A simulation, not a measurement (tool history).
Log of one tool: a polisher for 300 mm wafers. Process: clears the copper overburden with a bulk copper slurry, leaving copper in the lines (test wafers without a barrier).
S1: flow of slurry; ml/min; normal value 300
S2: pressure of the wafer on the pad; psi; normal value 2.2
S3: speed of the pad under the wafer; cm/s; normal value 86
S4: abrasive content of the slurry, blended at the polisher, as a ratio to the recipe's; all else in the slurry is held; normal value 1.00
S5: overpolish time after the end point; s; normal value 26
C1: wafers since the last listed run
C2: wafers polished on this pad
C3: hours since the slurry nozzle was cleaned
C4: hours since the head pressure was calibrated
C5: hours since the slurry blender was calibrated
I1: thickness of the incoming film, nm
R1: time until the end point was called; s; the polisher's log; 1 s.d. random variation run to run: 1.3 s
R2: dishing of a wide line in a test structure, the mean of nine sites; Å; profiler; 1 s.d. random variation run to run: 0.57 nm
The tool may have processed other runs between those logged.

run,hour,S1,S2,S3,S4,S5,C1,C2,C3,C4,C5,I1,R1,R2
1,0.0,300,2.2,86,1.00,32,0,194,332.9,366.8,281.2,449.0,75.0,342
2,10.0,300,2.2,86,1.00,26,57,251,342.9,376.8,291.2,443.1,74.9,335
3,54.3,300,2.2,86,1.00,26,252,504,387.2,421.1,335.5,453.2,76.6,326
4,69.2,300,2.2,86,1.00,26,84,589,402.1,436.0,350.4,441.3,77.4,320
# hour 74.6: head pressure recalibrated
5,76.4,300,1.9,86,1.00,26,29,618,409.3,1.8,357.6,457.2,91.0,322
# hour 84.1: worn pad replaced by a new one
6,88.5,300,1.9,86,1.00,26,46,25,421.4,13.9,369.7,446.8,78.9,322
7,104.8,300,1.9,86,1.00,26,92,118,437.7,30.2,386.0,444.7,84.0,323
8,113.8,300,2.2,86,1.00,34,51,169,446.7,39.2,395.0,448.5,74.0,343
9,126.0,300,2.2,74,0.85,33,69,239,458.9,51.4,407.2,452.7,91.1,324
10,143.3,210,1.5,86,1.10,13,98,337,476.2,68.7,424.5,447.8,107.5,226
# hour 155.2: slurry nozzle cleaned
11,156.0,215,1.7,106,1.00,12,66,404,0.8,81.4,437.2,451.2,80.8,248
# hour 160.9: slurry blender recalibrated
12,168.9,300,2.2,86,0.85,26,62,466,13.7,94.3,8.0,448.6,82.8,311
13,175.7,300,2.2,86,1.00,26,38,505,20.5,101.1,14.8,443.0,75.3,339
14,182.9,300,2.2,86,1.00,18,41,546,27.7,108.3,22.0,445.3,79.6,289
15,190.7,300,1.4,110,1.00,26,44,591,35.5,116.1,29.8,448.9,95.9,308
16,199.9,300,1.9,86,1.00,26,52,643,44.7,125.3,39.0,446.0,92.3,314
# hour 215.4: worn pad replaced by a new one
17,225.9,300,1.4,110,1.00,26,125,60,70.7,151.3,65.0,451.3,84.4,314

Describe how what the log doesn't record of the tool's condition differs between the last listed run preceding each entry between runs and the first listed run following it.
Run 4 -> run 5: head pressure recalibrated (hour 74.6)
  removal rate lost through wear of the pad, %: 11.3 -> 12
  difference, measured minus the result without the unlogged condition, R1: +8.7 -> +11.0 s; R2: -6 -> -7 Å
Run 5 -> run 6: worn pad replaced by a new one (hour 84.1)
  removal rate lost through wear of the pad, %: 12 -> 1.52
  difference, measured minus the result without the unlogged condition, R1: +11.0 -> +1.2 s; R2: -7 -> -1 Å
Run 10 -> run 11: slurry nozzle cleaned (hour 155.2)
  removal rate lost through wear of the pad, %: 7.12 -> 8.41
  difference, measured minus the result without the unlogged condition, R1: +7.7 -> +6.8 s; R2: -9 -> -10 Å
Run 11 -> run 12: slurry blender recalibrated (hour 160.9)
  removal rate lost through wear of the pad, %: 8.41 -> 9.73
  difference, measured minus the result without the unlogged condition, R1: +6.8 -> +8.1 s; R2: -10 -> -5 Å
Run 16 -> run 17: worn pad replaced by a new one (hour 215.4)
  removal rate lost through wear of the pad, %: 12.9 -> 1.18
  difference, measured minus the result without the unlogged condition, R1: +11.9 -> +1.0 s; R2: -8 -> -1 Å
